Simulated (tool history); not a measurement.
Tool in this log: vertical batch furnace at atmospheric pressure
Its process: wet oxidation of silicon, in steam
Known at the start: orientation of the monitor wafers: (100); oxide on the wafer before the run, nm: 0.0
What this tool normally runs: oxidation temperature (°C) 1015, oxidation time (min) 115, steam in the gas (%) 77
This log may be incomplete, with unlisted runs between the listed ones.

run,day,oxidation temperature (°C),oxidation time (min),steam in the gas (%),"read-back reference wafer on the same gauge, thickness",oxide thickness on the monitor wafer (Å)
1,0,1031,115,77,467.1,5976.3
2,0.612,1015,115,77,467.06,5474.7
3,2.567,1015,115,77,466.91,5476.1
4,3.325,1015,115,77,466.98,5478
5,3.908,1015,115,77,466.97,5474.1
6,4.35,1015,115,69,466.86,5102.5
7,4.783,1015,115,69,467.08,5112.7
# day 6.433: thermocouples replaced and temperature profile calibrated
# day 6.504: gauge calibrated
# day 7.325: steam generator serviced
8,7.346,1015,115,69,467.15,5409.5
9,7.554,1015,115,77,467.28,5809.4
10,7.767,1032,89,73,467.01,5254.4
11,7.975,1015,165,77,467.26,7223.4
12,8.525,1015,133,77,466.84,6331.3
13,9.238,1032,115,82,466.99,6561.8
14,9.975,1015,115,69,466.85,5382.1
15,10.679,993,142,70,466.8,5406.2
16,11.421,1036,82.5,65,467.08,4726.2
17,11.758,1015,115,88,466.91,6246.6
18,12.275,1015,115,69,466.79,5332.5

Predict each of these 5 candidate next runs independently; none follows another, all start after run 18:
A,12.492,1015,115,77,?,?
B,12.492,1015,132.5,83,?,?
C,12.492,1026,92,84,?,?
D,12.492,1015,115,71,?,?
E,12.492,1004,75.5,77,?,?

run,"read-back reference wafer on the same gauge, thickness",oxide thickness on the monitor wafer (Å)
A,466.82,5727.5
B,466.82,6555.7
C,466.82,5603.3
D,466.82,5441.2
E,466.82,4055.1
Take away the tool's hidden state, keep each run's random variation, and the runs would have read:
run,oxide thickness on the monitor wafer (Å)
A,5801.1
B,6638.2
C,5674.4
D,5511.6
E,4111.1
